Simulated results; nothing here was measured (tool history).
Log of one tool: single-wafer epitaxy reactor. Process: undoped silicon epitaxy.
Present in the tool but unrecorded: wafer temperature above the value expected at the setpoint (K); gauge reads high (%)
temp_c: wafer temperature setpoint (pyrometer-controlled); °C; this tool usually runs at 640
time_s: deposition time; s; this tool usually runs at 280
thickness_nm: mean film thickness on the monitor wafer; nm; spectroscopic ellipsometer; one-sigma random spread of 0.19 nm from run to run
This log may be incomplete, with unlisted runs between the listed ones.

| run | hour | temp_c | time_s | wafers since the last listed run | hours since the last pyrometer calibration | hours since the gauge calibration | read-back reference wafer on the same gauge, thickness_nm | thickness_nm |
|---|---|---|---|---|---|---|---|---|
| 1 | 0 | 650 | 256 | 0 | 397.9 | 284.3 | 33.352 | 39.425 |
| 2 | 28.7 | 650 | 300 | 201 | 426.6 | 313 | 33.411 | 46.177 |
| 3 | 56.2 | 640 | 280 | 193 | 454.1 | 340.5 | 33.383 | 35.645 |
| 4 | 112.4 | 640 | 280 | 395 | 510.3 | 396.7 | 33.478 | 35.838 |
| 5 | 179.3 | 640 | 280 | 470 | 577.2 | 463.6 | 33.449 | 35.497 |
| 6 | 216.2 | 640 | 238 | 259 | 614.1 | 500.5 | 33.363 | 30.153 |
| 7 | 286.4 | 640 | 280 | 493 | 684.3 | 570.7 | 33.362 | 35.293 |
| 8 | 325 | 640 | 280 | 271 | 722.9 | 609.3 | 33.402 | 35.244 |
| 9 | 374.4 | 640 | 280 | 347 | 772.3 | 658.7 | 33.377 | 35.314 |
| 10 | 436.1 | 640 | 305 | 433 | 834 | 720.4 | 33.395 | 38.36 |
| 11 | 469.5 | 630 | 253 | 234 | 867.4 | 753.8 | 33.347 | 26.198 |
| 12 | 511.6 | 627 | 308 | 296 | 909.5 | 795.9 | 33.411 | 29.914 |
|  | 671.5 | gauge calibrated |
| 13 | 674.1 | 640 | 280 | 1142 | 1072 | 2.6 | 33.362 | 35.35 |
| 14 | 821.6 | 640 | 297 | 1037 | 1219.5 | 150.1 | 33.393 | 37.485 |
|  | 854.3 | pyrometer calibrated |
| 15 | 881.2 | 640 | 280 | 362 | 26.9 | 209.7 | 33.401 | 36.376 |
| 16 | 943.3 | 653 | 263 | 436 | 89 | 271.8 | 33.324 | 43.806 |
| 17 | 1084.1 | 640 | 246 | 990 | 229.8 | 412.6 | 33.463 | 32.065 |
| 18 | 1245.9 | 631 | 331 | 1137 | 391.6 | 574.4 | 33.4 | 35.787 |
| 19 | 1281.3 | 647 | 280 | 248 | 427 | 609.8 | 33.434 | 41.239 |
| 20 | 1317.2 | 629 | 315 | 252 | 462.9 | 645.7 | 33.42 | 32.582 |
| 21 | 1387.3 | 640 | 280 | 492 | 533 | 715.8 | 33.324 | 36.007 |

Predict each of these 4 candidate next runs independently; none follows another, all start after run 21:
| A | 1387.8 | 640 | 327 | 3 | 533.5 | 716.3 | ? | ? |
| B | 1387.8 | 636 | 323 | 3 | 533.5 | 716.3 | ? | ? |
| C | 1387.8 | 651 | 235 | 3 | 533.5 | 716.3 | ? | ? |
| D | 1387.8 | 631 | 246 | 3 | 533.5 | 716.3 | ? | ? |

| run | read-back reference wafer on the same gauge, thickness_nm | thickness_nm |
|---|---|---|
| A | 33.317 | 41.607 |
| B | 33.317 | 37.983 |
| C | 33.317 | 37.023 |
| D | 33.317 | 26.191 |
Without the tool's unlogged condition, the same runs would have read:
| run | thickness_nm |
|---|---|
| A | 42.326 |
| B | 38.644 |
| C | 37.649 |
| D | 26.652 |
